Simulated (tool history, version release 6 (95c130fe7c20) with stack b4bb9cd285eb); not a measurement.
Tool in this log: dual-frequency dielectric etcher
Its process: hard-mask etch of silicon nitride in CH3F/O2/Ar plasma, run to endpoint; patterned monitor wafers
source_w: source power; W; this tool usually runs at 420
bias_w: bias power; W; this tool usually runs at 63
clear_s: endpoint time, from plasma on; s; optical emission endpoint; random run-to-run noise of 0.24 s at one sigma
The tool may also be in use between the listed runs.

run     day  source_w  bias_w  incoming incoming film thickness, nm  clear_s
  1       0       420      63                                  53.5       83
  2   1.754       420      63                                  52.4     81.4
  3   2.408       420      63                                    53     82.5
  4   3.112       420      63                                  52.9     82.8
  5   3.838       420      63                                  52.9     82.6
  6   4.088       420      52                                  52.9     89.1
  7   4.458       420      52                                    52     87.8
  8   4.792       480      51                                  52.6     84.4
  9   5.496       420      63                                  52.7     82.7
 10     6.1       420      63                                  53.1     83.2
 11   6.662       420      63                                    53     83.4
 12   7.004       450      57                                  52.6     83.8
 13    7.35       450      57                                  53.1       84
        7.6  -- source power generator calibrated
 14   7.883       460      63                                  52.9     80.4
      9.067  -- wet clean of the chamber
      9.196  -- upper electrode replaced
 15   9.229       460      63                                  52.4     77.6
 16     9.7       460      77                                  52.9     72.6
      9.979  -- bias power generator calibrated
 17  10.183       360      52                                    53     92.5
 18  11.067       390      63                                  52.7     82.9
 19   11.45       350      54                                  52.7     92.3
 20  12.083       350      48                                  52.7     96.7
 21  12.483       420      63                                  52.8     80.8
 22  13.121       420      63                                  52.9     81.2
 23  13.592       450      73                                  52.7     74.6
 24  14.471       470      50                                    53     85.4
 25  14.879       380      49                                  52.6     93.3
 26  15.529       520      76                                    53     70.1
 27  16.129       420      63                                  52.7     81.5
 28  16.529       480      67                                  52.5     75.7
 29  17.208       420      63                                  53.2     82.9
 30  17.758       470      53                                  53.3     84.5
 31   18.15       420      63                                  52.9     81.8

Branching from run 31: 4 alternative next runs. What would each branch give?
  A  18.167       420      63                                  52.4        ?
  B  18.167       420      76                                  52.4        ?
  C  18.167       370      56                                  52.4        ?
  D  18.167       350      77                                  52.4        ?

run  clear_s
  A     81.3
  B     75.5
  C     89.4
  D     80.4
With no hidden state in the tool, these same runs would have given:
run  clear_s
  A     79.6
  B     73.9
  C     87.5
  D     78.7

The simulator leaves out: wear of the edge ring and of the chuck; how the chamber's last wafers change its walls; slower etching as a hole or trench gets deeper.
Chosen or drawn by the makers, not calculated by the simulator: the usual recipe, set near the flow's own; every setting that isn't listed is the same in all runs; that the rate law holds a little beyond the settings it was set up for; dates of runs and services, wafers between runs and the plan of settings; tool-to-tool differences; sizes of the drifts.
